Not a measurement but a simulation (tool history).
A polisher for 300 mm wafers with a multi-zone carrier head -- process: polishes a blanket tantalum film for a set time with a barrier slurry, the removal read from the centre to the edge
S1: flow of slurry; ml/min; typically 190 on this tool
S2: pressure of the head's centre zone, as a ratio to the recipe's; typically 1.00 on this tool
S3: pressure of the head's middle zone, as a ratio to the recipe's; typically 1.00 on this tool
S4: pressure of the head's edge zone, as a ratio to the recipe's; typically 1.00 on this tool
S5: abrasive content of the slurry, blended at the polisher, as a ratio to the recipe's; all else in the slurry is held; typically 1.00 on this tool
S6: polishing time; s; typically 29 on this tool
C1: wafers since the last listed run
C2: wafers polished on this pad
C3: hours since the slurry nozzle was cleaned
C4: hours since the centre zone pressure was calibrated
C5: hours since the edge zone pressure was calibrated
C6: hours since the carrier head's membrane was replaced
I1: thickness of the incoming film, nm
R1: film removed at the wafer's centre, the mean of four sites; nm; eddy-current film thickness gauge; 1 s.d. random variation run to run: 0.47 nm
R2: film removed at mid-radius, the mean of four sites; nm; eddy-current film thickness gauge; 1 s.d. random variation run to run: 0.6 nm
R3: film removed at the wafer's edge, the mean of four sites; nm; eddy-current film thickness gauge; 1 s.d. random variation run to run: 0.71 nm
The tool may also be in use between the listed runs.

| run | day | S1 | S2 | S3 | S4 | S5 | S6 | C1 | C2 | C3 | C4 | C5 | C6 | I1 | R1 | R2 | R3 |
|---|---|---|---|---|---|---|---|---|---|---|---|---|---|---|---|---|---|
| 1 | 0.000 | 190 | 1.11 | 1.00 | 1.00 | 1.15 | 32 | 0 | 2953 | 132.0 | 602.5 | 130.5 | 911.4 | 188.8 | 92.4 | 81.8 | 82.7 |
|  | 1.000 | carrier head's membrane replaced by a new one |
| 2 | 1.662 | 190 | 1.00 | 1.00 | 1.00 | 1.00 | 20 | 268 | 3222 | 171.9 | 642.4 | 170.4 | 15.9 | 188.1 | 50.8 | 50.0 | 50.2 |
|  | 3.517 | centre zone pressure recalibrated |
|  | 5.100 | worn pad replaced by a new one |
| 3 | 7.358 | 250 | 1.00 | 1.00 | 0.93 | 1.00 | 29 | 1006 | 417 | 308.6 | 92.2 | 307.1 | 152.6 | 187.2 | 77.6 | 77.0 | 73.9 |
| 4 | 8.733 | 145 | 0.93 | 1.00 | 1.00 | 1.00 | 29 | 254 | 671 | 341.6 | 125.2 | 340.1 | 185.6 | 192.5 | 67.5 | 71.2 | 72.3 |
| 5 | 10.833 | 245 | 0.94 | 0.94 | 1.00 | 1.00 | 39 | 388 | 1059 | 392.0 | 175.6 | 390.5 | 236.0 | 191.1 | 97.2 | 95.1 | 100.5 |
| 6 | 13.038 | 165 | 1.00 | 1.00 | 1.00 | 1.00 | 26 | 407 | 1466 | 444.9 | 228.5 | 443.4 | 288.9 | 191.6 | 64.8 | 63.5 | 63.9 |
| 7 | 16.467 | 190 | 1.00 | 1.00 | 1.07 | 0.80 | 29 | 633 | 2100 | 527.2 | 310.8 | 525.7 | 371.2 | 190.4 | 68.3 | 68.5 | 71.7 |
|  | 18.104 | edge zone pressure recalibrated |
| 8 | 18.142 | 190 | 1.00 | 1.00 | 1.00 | 1.00 | 29 | 294 | 2395 | 567.4 | 351.0 | 0.9 | 411.4 | 186.4 | 73.7 | 72.6 | 73.0 |
| 9 | 19.171 | 190 | 0.96 | 1.00 | 1.00 | 1.00 | 29 | 190 | 2585 | 592.1 | 375.7 | 25.6 | 436.1 | 187.8 | 71.1 | 72.1 | 72.5 |
|  | 20.454 | slurry nozzle cleaned |
| 10 | 22.158 | 170 | 0.92 | 1.00 | 1.00 | 1.00 | 37 | 544 | 3129 | 40.9 | 447.4 | 97.3 | 507.8 | 187.8 | 83.6 | 89.0 | 89.5 |

Expected results for the next run?
| 11 | 24.617 | 190 | 0.92 | 1.00 | 1.05 | 1.00 | 29 | 454 | 3584 | 99.9 | 506.4 | 156.3 | 566.8 | 187.1 | ? | ? | ? |

R1: 66.5 nm
R2: 71.3 nm
R3: 72.9 nm
If the tool had no hidden condition, the same run with the same run-to-run variation would have returned R1 69.5 nm, R2 74.5 nm, R3 76.2 nm.
